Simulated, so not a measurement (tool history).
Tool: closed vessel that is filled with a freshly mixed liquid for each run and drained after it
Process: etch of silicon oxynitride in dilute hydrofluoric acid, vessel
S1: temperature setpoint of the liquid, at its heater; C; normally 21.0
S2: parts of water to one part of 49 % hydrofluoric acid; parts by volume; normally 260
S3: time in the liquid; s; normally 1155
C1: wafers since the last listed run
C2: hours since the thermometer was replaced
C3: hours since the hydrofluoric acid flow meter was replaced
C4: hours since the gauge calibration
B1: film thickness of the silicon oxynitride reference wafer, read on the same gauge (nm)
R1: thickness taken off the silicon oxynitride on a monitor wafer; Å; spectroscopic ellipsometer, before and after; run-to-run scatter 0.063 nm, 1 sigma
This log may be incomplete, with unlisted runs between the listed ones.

| run | hour | S1 | S2 | S3 | C1 | C2 | C3 | C4 | B1 | R1 |
|---|---|---|---|---|---|---|---|---|---|---|
| 1 | 0.0 | 21.0 | 175 | 1155 | 0 | 399.4 | 554.2 | 263.7 | 39.98 | 223.1 |
| 2 | 52.8 | 21.0 | 175 | 1155 | 1930 | 452.2 | 607.0 | 316.5 | 39.97 | 224.0 |
| 3 | 94.3 | 21.0 | 260 | 945 | 1517 | 493.7 | 648.5 | 358.0 | 40.00 | 116.6 |
| 4 | 162.5 | 21.0 | 260 | 945 | 2494 | 561.9 | 716.7 | 426.2 | 40.01 | 118.2 |
| 5 | 202.0 | 21.0 | 260 | 1355 | 1444 | 601.4 | 756.2 | 465.7 | 39.98 | 167.8 |
|  | 234.9 | thermometer replaced |
| 6 | 239.8 | 21.0 | 260 | 1355 | 1345 | 4.9 | 794.0 | 503.5 | 39.97 | 164.7 |
| 7 | 284.2 | 21.0 | 205 | 1155 | 1623 | 49.3 | 838.4 | 547.9 | 39.99 | 182.9 |
| 8 | 318.6 | 21.0 | 205 | 1155 | 1258 | 83.7 | 872.8 | 582.3 | 40.01 | 183.6 |
| 9 | 385.7 | 21.0 | 260 | 1155 | 2453 | 150.8 | 939.9 | 649.4 | 39.97 | 140.4 |
| 10 | 418.5 | 21.0 | 260 | 1155 | 1199 | 183.6 | 972.7 | 682.2 | 40.04 | 140.7 |
| 11 | 454.9 | 21.0 | 260 | 1155 | 1331 | 220.0 | 1009.1 | 718.6 | 39.99 | 140.4 |
| 12 | 504.4 | 21.0 | 260 | 1155 | 1810 | 269.5 | 1058.6 | 768.1 | 40.00 | 142.0 |
| 13 | 557.7 | 21.0 | 260 | 1155 | 1949 | 322.8 | 1111.9 | 821.4 | 40.03 | 142.7 |
| 14 | 589.2 | 18.0 | 215 | 705 | 1152 | 354.3 | 1143.4 | 852.9 | 40.01 | 94.0 |
| 15 | 648.2 | 18.0 | 295 | 1510 | 2157 | 413.3 | 1202.4 | 911.9 | 40.00 | 140.7 |
|  | 686.1 | gauge calibrated |
| 16 | 701.4 | 23.5 | 315 | 1785 | 1945 | 466.5 | 1255.6 | 15.3 | 40.00 | 197.6 |
|  | 741.4 | hydrofluoric acid flow meter replaced |
| 17 | 747.8 | 21.0 | 360 | 960 | 1660 | 512.9 | 6.4 | 61.7 | 40.00 | 80.9 |
| 18 | 794.4 | 21.0 | 260 | 945 | 1704 | 559.5 | 53.0 | 108.3 | 40.02 | 117.7 |
| 19 | 819.0 | 18.0 | 260 | 1155 | 899 | 584.1 | 77.6 | 132.9 | 39.98 | 127.4 |
|  | 831.4 | thermometer replaced |
| 20 | 845.4 | 21.0 | 175 | 1155 | 928 | 14.0 | 104.0 | 159.3 | 40.03 | 220.3 |
| 21 | 889.3 | 21.0 | 260 | 935 | 1605 | 57.9 | 147.9 | 203.2 | 39.97 | 113.8 |
| 22 | 919.4 | 21.0 | 260 | 1155 | 1100 | 88.0 | 178.0 | 233.3 | 40.01 | 141.8 |
| 23 | 1010.4 | 24.0 | 385 | 745 | 3328 | 179.0 | 269.0 | 324.3 | 40.01 | 64.7 |
| 24 | 1065.5 | 21.0 | 205 | 1155 | 2015 | 234.1 | 324.1 | 379.4 | 39.99 | 186.2 |

For each run, what was the tool's unlogged condition?
hydrofluoric acid flow below the setpoint (%): 0 in every run
gauge reads high (%): 0 in every run
H1: liquid hotter than its thermometer reads (K)
| run | H1 |
|---|---|
| 1 | 0.686 |
| 2 | 0.766 |
| 3 | 0.829 |
| 4 | 0.933 |
| 5 | 0.993 |
| 6 | 0.116 |
| 7 | 0.183 |
| 8 | 0.235 |
| 9 | 0.337 |
| 10 | 0.387 |
| 11 | 0.442 |
| 12 | 0.517 |
| 13 | 0.598 |
| 14 | 0.646 |
| 15 | 0.736 |
| 16 | 0.816 |
| 17 | 0.887 |
| 18 | 0.957 |
| 19 | 0.995 |
| 20 | 0.225 |
| 21 | 0.291 |
| 22 | 0.337 |
| 23 | 0.475 |
| 24 | 0.559 |
